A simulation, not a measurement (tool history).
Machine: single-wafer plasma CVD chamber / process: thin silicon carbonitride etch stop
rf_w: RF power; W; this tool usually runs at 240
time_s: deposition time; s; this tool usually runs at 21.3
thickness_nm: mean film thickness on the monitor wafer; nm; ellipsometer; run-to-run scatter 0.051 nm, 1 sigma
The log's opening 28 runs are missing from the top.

run,hour,rf_w,time_s,"read-back reference wafer on the same gauge, thickness_nm",thickness_nm
29,2117.0,200,18.9,12.494,10.012
30,2218.3,240,23.0,12.503,12.791
31,2319.3,275,18.5,12.499,10.789
32,2392.5,280,18.3,12.484,10.639
33,2475.9,195,24.5,12.514,12.874
34,2573.8,220,19.9,12.524,10.712
35,2651.1,240,21.3,12.516,11.751
# hour 2689.1: RF generator calibrated
36,2749.0,190,22.8,12.501,12.063

3 ways to go on from here, each from the tool as it stands after run 36. What would each give?
A,2749.4,240,21.3,?,?
B,2749.4,225,17.2,?,?
C,2749.4,280,18.9,?,?

run,"read-back reference wafer on the same gauge, thickness_nm",thickness_nm
A,12.515,12.035
B,12.515,9.533
C,12.515,11.183
What these runs would have given with no unlogged condition in the tool:
run,thickness_nm
A,12.047
B,9.542
C,11.194

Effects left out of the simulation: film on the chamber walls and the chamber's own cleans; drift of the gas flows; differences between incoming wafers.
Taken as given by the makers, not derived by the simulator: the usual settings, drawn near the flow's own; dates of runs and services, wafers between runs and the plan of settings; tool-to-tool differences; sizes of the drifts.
